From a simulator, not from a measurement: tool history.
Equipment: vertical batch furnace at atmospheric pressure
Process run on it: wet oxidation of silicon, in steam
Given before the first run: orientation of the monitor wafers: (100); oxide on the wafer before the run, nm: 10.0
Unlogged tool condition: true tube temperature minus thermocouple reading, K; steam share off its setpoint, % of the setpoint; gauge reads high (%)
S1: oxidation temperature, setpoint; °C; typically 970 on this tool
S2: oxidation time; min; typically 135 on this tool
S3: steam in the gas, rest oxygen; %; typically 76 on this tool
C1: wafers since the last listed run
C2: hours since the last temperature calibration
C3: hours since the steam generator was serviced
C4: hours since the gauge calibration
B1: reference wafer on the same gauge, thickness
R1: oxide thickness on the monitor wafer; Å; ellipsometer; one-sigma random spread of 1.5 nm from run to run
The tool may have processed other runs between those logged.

{"run": 1, "hour": 0.0, "S1": 970, "S2": 135, "S3": 76, "C1": 0, "C2": 1403.6, "C3": 3125, "C4": 1057.3, "B1": 476.18, "R1": 4575.7}
{"run": 2, "hour": 20.6, "S1": 970, "S2": 135, "S3": 76, "C1": 148, "C2": 1424.2, "C3": 3145.6, "C4": 1077.9, "B1": 476.61, "R1": 4549.9}
{"run": 3, "hour": 30.9, "S1": 970, "S2": 135, "S3": 76, "C1": 74, "C2": 1434.5, "C3": 3155.9, "C4": 1088.2, "B1": 475.65, "R1": 4555.8}
{"run": 4, "hour": 39.2, "S1": 970, "S2": 135, "S3": 76, "C1": 59, "C2": 1442.8, "C3": 3164.2, "C4": 1096.5, "B1": 476.01, "R1": 4528.4}
{"hour": 79.0, "done": "gauge calibrated"}
{"run": 5, "hour": 86.1, "S1": 970, "S2": 135, "S3": 76, "C1": 337, "C2": 1489.7, "C3": 3211.1, "C4": 7.1, "B1": 476.09, "R1": 4522.9}
{"run": 6, "hour": 106.2, "S1": 970, "S2": 177, "S3": 73, "C1": 144, "C2": 1509.8, "C3": 3231.2, "C4": 27.2, "B1": 475.87, "R1": 5313.2}
{"run": 7, "hour": 122.7, "S1": 970, "S2": 177, "S3": 73, "C1": 118, "C2": 1526.3, "C3": 3247.7, "C4": 43.7, "B1": 476.17, "R1": 5326.3}
{"run": 8, "hour": 147.0, "S1": 970, "S2": 135, "S3": 76, "C1": 174, "C2": 1550.6, "C3": 3272, "C4": 68, "B1": 476.06, "R1": 4544}
{"run": 9, "hour": 160.4, "S1": 970, "S2": 135, "S3": 76, "C1": 96, "C2": 1564, "C3": 3285.4, "C4": 81.4, "B1": 476.21, "R1": 4531.1}
{"run": 10, "hour": 169.6, "S1": 970, "S2": 152, "S3": 71, "C1": 66, "C2": 1573.2, "C3": 3294.6, "C4": 90.6, "B1": 475.87, "R1": 4700}
{"run": 11, "hour": 189.7, "S1": 970, "S2": 135, "S3": 76, "C1": 144, "C2": 1593.3, "C3": 3314.7, "C4": 110.7, "B1": 476.04, "R1": 4557.8}
{"hour": 215.8, "done": "steam generator serviced"}
{"run": 12, "hour": 216.3, "S1": 970, "S2": 135, "S3": 76, "C1": 18, "C2": 1619.9, "C3": 0.5, "C4": 137.3, "B1": 476.27, "R1": 4782.5}
{"run": 13, "hour": 269.5, "S1": 970, "S2": 135, "S3": 76, "C1": 382, "C2": 1673.1, "C3": 53.7, "C4": 190.5, "B1": 475.81, "R1": 4799.1}
{"run": 14, "hour": 290.9, "S1": 957, "S2": 135, "S3": 76, "C1": 153, "C2": 1694.5, "C3": 75.1, "C4": 211.9, "B1": 476.52, "R1": 4323.5}
{"run": 15, "hour": 300.9, "S1": 989, "S2": 160.5, "S3": 76, "C1": 71, "C2": 1704.5, "C3": 85.1, "C4": 221.9, "B1": 476.08, "R1": 6109.9}
{"run": 16, "hour": 313.2, "S1": 970, "S2": 135, "S3": 76, "C1": 88, "C2": 1716.8, "C3": 97.4, "C4": 234.2, "B1": 476.01, "R1": 4769.4}
{"run": 17, "hour": 321.5, "S1": 952, "S2": 176, "S3": 76, "C1": 59, "C2": 1725.1, "C3": 105.7, "C4": 242.5, "B1": 476.02, "R1": 5010.1}
{"run": 18, "hour": 331.9, "S1": 970, "S2": 154.5, "S3": 81, "C1": 74, "C2": 1735.5, "C3": 116.1, "C4": 252.9, "B1": 476.08, "R1": 5479.4}
{"run": 19, "hour": 340.3, "S1": 970, "S2": 190, "S3": 76, "C1": 60, "C2": 1743.9, "C3": 124.5, "C4": 261.3, "B1": 475.89, "R1": 6038.8}
{"run": 20, "hour": 352.7, "S1": 970, "S2": 135, "S3": 76, "C1": 89, "C2": 1756.3, "C3": 136.9, "C4": 273.7, "B1": 476.47, "R1": 4768.7}
{"run": 21, "hour": 368.2, "S1": 970, "S2": 94.5, "S3": 76, "C1": 111, "C2": 1771.8, "C3": 152.4, "C4": 289.2, "B1": 475.78, "R1": 3712.2}
{"run": 22, "hour": 389.0, "S1": 970, "S2": 135, "S3": 76, "C1": 149, "C2": 1792.6, "C3": 173.2, "C4": 310, "B1": 475.98, "R1": 4777.6}
{"run": 23, "hour": 397.8, "S1": 970, "S2": 84, "S3": 76, "C1": 63, "C2": 1801.4, "C3": 182, "C4": 318.8, "B1": 476.27, "R1": 3390.9}
{"run": 24, "hour": 420.5, "S1": 994, "S2": 135, "S3": 72, "C1": 163, "C2": 1824.1, "C3": 204.7, "C4": 341.5, "B1": 476.47, "R1": 5424.5}
{"hour": 462.4, "done": "thermocouples replaced and temperature profile calibrated"}
{"run": 25, "hour": 462.9, "S1": 970, "S2": 135, "S3": 84, "C1": 132, "C2": 0.5, "C3": 247.1, "C4": 383.9, "B1": 476.2, "R1": 5066.5}
{"run": 26, "hour": 468.7, "S1": 970, "S2": 71.5, "S3": 76, "C1": 41, "C2": 6.3, "C3": 252.9, "C4": 389.7, "B1": 475.62, "R1": 3028.9}
{"run": 27, "hour": 474.4, "S1": 970, "S2": 135, "S3": 76, "C1": 40, "C2": 12, "C3": 258.6, "C4": 395.4, "B1": 476.23, "R1": 4754.3}
{"run": 28, "hour": 483.4, "S1": 949, "S2": 135, "S3": 64, "C1": 64, "C2": 21, "C3": 267.6, "C4": 404.4, "B1": 475.57, "R1": 3541.6}
{"run": 29, "hour": 507.2, "S1": 970, "S2": 135, "S3": 76, "C1": 171, "C2": 44.8, "C3": 291.4, "C4": 428.2, "B1": 475.98, "R1": 4729.1}
{"run": 30, "hour": 528.0, "S1": 970, "S2": 71.5, "S3": 76, "C1": 149, "C2": 65.6, "C3": 312.2, "C4": 449, "B1": 476.04, "R1": 3016.4}
{"run": 31, "hour": 545.3, "S1": 986, "S2": 159.5, "S3": 71, "C1": 124, "C2": 82.9, "C3": 329.5, "C4": 466.3, "B1": 476.12, "R1": 5649.4}
{"run": 32, "hour": 557.3, "S1": 970, "S2": 135, "S3": 76, "C1": 86, "C2": 94.9, "C3": 341.5, "C4": 478.3, "B1": 475.9, "R1": 4722.1}
{"run": 33, "hour": 565.9, "S1": 970, "S2": 135, "S3": 76, "C1": 61, "C2": 103.5, "C3": 350.1, "C4": 486.9, "B1": 476.22, "R1": 4713.8}
{"run": 34, "hour": 586.9, "S1": 958, "S2": 135, "S3": 72, "C1": 150, "C2": 124.5, "C3": 371.1, "C4": 507.9, "B1": 475.88, "R1": 4134.5}
{"run": 35, "hour": 609.9, "S1": 958, "S2": 83.5, "S3": 72, "C1": 165, "C2": 147.5, "C3": 394.1, "C4": 530.9, "B1": 476.15, "R1": 2906.5}
{"run": 36, "hour": 634.0, "S1": 970, "S2": 135, "S3": 76, "C1": 173, "C2": 171.6, "C3": 418.2, "C4": 555, "B1": 475.97, "R1": 4724.8}
{"run": 37, "hour": 655.6, "S1": 956, "S2": 108.5, "S3": 81, "C1": 155, "C2": 193.2, "C3": 439.8, "C4": 576.6, "B1": 476.34, "R1": 3755.9}
{"run": 38, "hour": 673.0, "S1": 970, "S2": 135, "S3": 76, "C1": 125, "C2": 210.6, "C3": 457.2, "C4": 594, "B1": 475.96, "R1": 4721.7}

What if the next run were any one of these 4? Each begins from the tool's condition after run 38:
{"run": "A", "hour": 678.8, "S1": 970, "S2": 182, "S3": 76, "C1": 41, "C2": 216.4, "C3": 463, "C4": 599.8, "B1": "?", "R1": "?"}
{"run": "B", "hour": 678.8, "S1": 950, "S2": 135, "S3": 76, "C1": 41, "C2": 216.4, "C3": 463, "C4": 599.8, "B1": "?", "R1": "?"}
{"run": "C", "hour": 678.8, "S1": 970, "S2": 135, "S3": 86, "C1": 41, "C2": 216.4, "C3": 463, "C4": 599.8, "B1": "?", "R1": "?"}
{"run": "D", "hour": 678.8, "S1": 991, "S2": 191.5, "S3": 80, "C1": 41, "C2": 216.4, "C3": 463, "C4": 599.8, "B1": "?", "R1": "?"}

run=A B1=476.39 R1=5726.5
run=B B1=476.39 R1=3986
run=C B1=476.39 R1=5089.4
run=D B1=476.39 R1=7005.3
With no hidden state in the tool, these same runs would have given:
run=A R1=5848.9
run=B R1=4078.8
run=C R1=5200.3
run=D R1=7146.2
